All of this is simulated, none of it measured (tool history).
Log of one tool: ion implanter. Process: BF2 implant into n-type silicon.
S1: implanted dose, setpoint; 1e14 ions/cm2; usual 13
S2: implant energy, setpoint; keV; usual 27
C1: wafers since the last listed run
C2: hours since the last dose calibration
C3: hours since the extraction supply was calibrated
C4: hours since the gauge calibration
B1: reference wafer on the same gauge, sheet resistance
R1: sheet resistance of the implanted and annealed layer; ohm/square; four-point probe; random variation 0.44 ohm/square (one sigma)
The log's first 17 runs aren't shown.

{"run": 18, "day": 53.883, "S1": 14.6, "S2": 32.5, "C1": 5216, "C2": 639.7, "C3": 4167.9, "C4": 566.8, "B1": 141.89, "R1": 127.16}
{"day": 54.467, "done": "extraction supply calibrated"}
{"run": 19, "day": 55.75, "S1": 15.16, "S2": 27, "C1": 1173, "C2": 684.5, "C3": 30.8, "C4": 611.6, "B1": 142.06, "R1": 133.3}
{"run": 20, "day": 58.488, "S1": 13, "S2": 31, "C1": 2094, "C2": 750.2, "C3": 96.5, "C4": 677.3, "B1": 141.98, "R1": 134.08}
{"run": 21, "day": 61.871, "S1": 14.91, "S2": 27, "C1": 2589, "C2": 831.4, "C3": 177.7, "C4": 758.5, "B1": 142.01, "R1": 134.88}
{"run": 22, "day": 63.567, "S1": 9.51, "S2": 33, "C1": 1297, "C2": 872.1, "C3": 218.4, "C4": 799.2, "B1": 141.9, "R1": 157.19}
{"run": 23, "day": 65.512, "S1": 13, "S2": 27, "C1": 1489, "C2": 918.8, "C3": 265.1, "C4": 845.9, "B1": 142.12, "R1": 140.23}
{"run": 24, "day": 67.075, "S1": 9.8, "S2": 34.5, "C1": 1195, "C2": 956.3, "C3": 302.6, "C4": 883.4, "B1": 141.98, "R1": 151.92}
{"run": 25, "day": 70.858, "S1": 11.03, "S2": 27, "C1": 2895, "C2": 1047.1, "C3": 393.4, "C4": 974.2, "B1": 141.98, "R1": 150.84}
{"run": 26, "day": 74.242, "S1": 9.27, "S2": 33, "C1": 2589, "C2": 1128.3, "C3": 474.6, "C4": 1055.4, "B1": 142.04, "R1": 158.85}
{"run": 27, "day": 76.771, "S1": 13, "S2": 27, "C1": 1935, "C2": 1189, "C3": 535.3, "C4": 1116.1, "B1": 141.96, "R1": 139.91}
{"day": 77.062, "done": "gauge calibrated"}
{"run": 28, "day": 78.604, "S1": 9.89, "S2": 27, "C1": 1403, "C2": 1233, "C3": 579.3, "C4": 37, "B1": 141.89, "R1": 159.94}

The next listed run, before its measurement:
{"run": 29, "day": 82.038, "S1": 16.16, "S2": 21.5, "C1": 2627, "C2": 1315.4, "C3": 661.7, "C4": 119.4, "B1": "?", "R1": "?"}

{"run 29": {"B1": 141.95, "R1": 142.49}}
Without the tool's hidden state the same run would have given R1 142.88 ohm/square.
